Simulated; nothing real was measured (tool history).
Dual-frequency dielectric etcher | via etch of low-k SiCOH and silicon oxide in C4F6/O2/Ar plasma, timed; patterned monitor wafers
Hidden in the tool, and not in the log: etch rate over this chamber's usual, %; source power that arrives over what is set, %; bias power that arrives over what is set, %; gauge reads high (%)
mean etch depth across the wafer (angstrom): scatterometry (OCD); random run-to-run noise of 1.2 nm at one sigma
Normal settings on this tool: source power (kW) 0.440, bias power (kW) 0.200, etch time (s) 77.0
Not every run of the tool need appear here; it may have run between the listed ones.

run	hour	source power (kW)	bias power (kW)	etch time (s)	wafers since the last listed run	hours since the last wet clean	hours since the last source power generator calibration	hours since the last bias power generator calibration	hours since the last upper electrode change	hours since the gauge calibration	read-back reference wafer on the same gauge, depth_nm	mean etch depth across the wafer (angstrom)
1	0.0	0.440	0.190	77.0	0	155.5	4340.8	4680.9	2975.7	849.2	219.0	2156
2	33.1	0.520	0.200	77.0	271	188.6	4373.9	4714.0	3008.8	882.3	218.9	2355
3	67.0	0.520	0.200	77.0	277	222.5	4407.8	4747.9	3042.7	916.2	219.0	2377
# hour 89.2: source power generator calibrated
4	89.5	0.520	0.200	77.0	151	245.0	0.3	4770.4	3065.2	938.7	219.1	2359
5	105.7	0.440	0.200	77.0	132	261.2	16.5	4786.6	3081.4	954.9	218.9	2194
6	139.8	0.440	0.200	77.0	279	295.3	50.6	4820.7	3115.5	989.0	218.9	2185
7	153.9	0.440	0.200	77.0	115	309.4	64.7	4834.8	3129.6	1003.1	219.2	2201
8	185.0	0.520	0.187	94.5	254	340.5	95.8	4865.9	3160.7	1034.2	218.8	2878
# hour 198.4: gauge calibrated
# hour 215.9: bias power generator calibrated
9	219.8	0.500	0.182	62.0	252	375.3	130.6	3.9	3195.5	21.4	218.9	1856
10	239.2	0.440	0.200	77.0	158	394.7	150.0	23.3	3214.9	40.8	218.8	2219
11	316.9	0.380	0.158	77.0	636	472.4	227.7	101.0	3292.6	118.5	218.9	1998
# hour 360.5: wet clean of the chamber
12	361.0	0.440	0.200	95.0	164	0.5	271.8	145.1	3336.7	162.6	219.1	2668
13	419.5	0.350	0.200	69.5	479	59.0	330.3	203.6	3395.2	221.1	219.2	1729
14	449.3	0.550	0.200	77.0	244	88.8	360.1	233.4	3425.0	250.9	219.0	2362
15	462.5	0.350	0.247	77.0	108	102.0	373.3	246.6	3438.2	264.1	219.0	1996
# hour 493.3: upper electrode replaced
16	493.8	0.440	0.217	54.5	59	133.3	404.6	277.9	0.5	295.4	219.0	1550
17	522.1	0.360	0.176	77.0	231	161.6	432.9	306.2	28.8	323.7	219.1	1929
18	535.1	0.440	0.200	94.5	106	174.6	445.9	319.2	41.8	336.7	219.1	2660
19	570.7	0.440	0.200	84.5	291	210.2	481.5	354.8	77.4	372.3	218.9	2378
20	606.0	0.440	0.228	77.0	289	245.5	516.8	390.1	112.7	407.6	219.1	2230
21	619.4	0.520	0.200	63.5	109	258.9	530.2	403.5	126.1	421.0	218.9	1953
22	652.0	0.440	0.183	77.0	267	291.5	562.8	436.1	158.7	453.6	219.2	2145
23	669.9	0.440	0.200	77.0	146	309.4	580.7	454.0	176.6	471.5	219.0	2207
24	702.0	0.360	0.227	62.5	263	341.5	612.8	486.1	208.7	503.6	219.0	1658
25	717.3	0.440	0.200	77.0	125	356.8	628.1	501.4	224.0	518.9	219.0	2192
26	733.7	0.550	0.200	89.5	134	373.2	644.5	517.8	240.4	535.3	218.7	2836
27	762.3	0.440	0.200	77.0	234	401.8	673.1	546.4	269.0	563.9	219.0	2221
28	780.0	0.440	0.230	77.0	145	419.5	690.8	564.1	286.7	581.6	218.8	2276
29	793.4	0.410	0.166	69.5	109	432.9	704.2	577.5	300.1	595.0	218.7	1884

Predict each of these 5 candidate next runs independently; none follows another, all start after run 29:
A	793.8	0.440	0.200	77.0	3	433.3	704.6	577.9	300.5	595.4	?	?
B	793.8	0.410	0.249	64.0	3	433.3	704.6	577.9	300.5	595.4	?	?
C	793.8	0.510	0.226	70.5	3	433.3	704.6	577.9	300.5	595.4	?	?
D	793.8	0.510	0.222	77.0	3	433.3	704.6	577.9	300.5	595.4	?	?
E	793.8	0.390	0.164	65.5	3	433.3	704.6	577.9	300.5	595.4	?	?

run	read-back reference wafer on the same gauge, depth_nm	mean etch depth across the wafer (angstrom)
A	219.0	2203
B	219.0	1838
C	219.0	2207
D	219.0	2403
E	219.0	1714
With no hidden state in the tool, these same runs would have given:
run	mean etch depth across the wafer (angstrom)
A	2144
B	1789
C	2148
D	2339
E	1669
